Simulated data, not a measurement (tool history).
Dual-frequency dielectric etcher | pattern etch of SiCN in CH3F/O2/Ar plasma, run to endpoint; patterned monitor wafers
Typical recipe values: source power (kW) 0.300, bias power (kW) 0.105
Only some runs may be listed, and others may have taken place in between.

| run | day | source power (kW) | bias power (kW) | incoming incoming film thickness, nm | endpoint time (s) |
|---|---|---|---|---|---|
| 1 | 0.000 | 0.240 | 0.105 | 7.34 | 20.4 |
| 2 | 1.417 | 0.240 | 0.105 | 7.25 | 20.0 |
| 3 | 3.608 | 0.240 | 0.105 | 7.21 | 19.9 |
| 4 | 5.412 | 0.300 | 0.105 | 7.30 | 17.7 |
| 5 | 7.938 | 0.300 | 0.105 | 7.38 | 17.8 |
| 6 | 10.079 | 0.300 | 0.105 | 7.34 | 17.6 |
|  | 11.783 | wet clean of the chamber |
|  | 13.029 | bias power generator calibrated |
| 7 | 13.050 | 0.300 | 0.105 | 7.21 | 17.7 |
|  | 14.788 | source power generator calibrated |
| 8 | 15.683 | 0.220 | 0.127 | 7.36 | 20.3 |
| 9 | 16.900 | 0.300 | 0.122 | 7.32 | 17.0 |
|  | 18.312 | upper electrode replaced |
| 10 | 18.904 | 0.300 | 0.086 | 7.26 | 18.8 |
| 11 | 20.471 | 0.350 | 0.121 | 7.23 | 15.4 |

The next listed run, before its measurement:
| 12 | 22.021 | 0.300 | 0.105 | 7.33 | ? |

endpoint time (s): 17.8
With the hidden condition absent and the run-to-run variation left alone, this run would have shown endpoint time (s) 18.1.
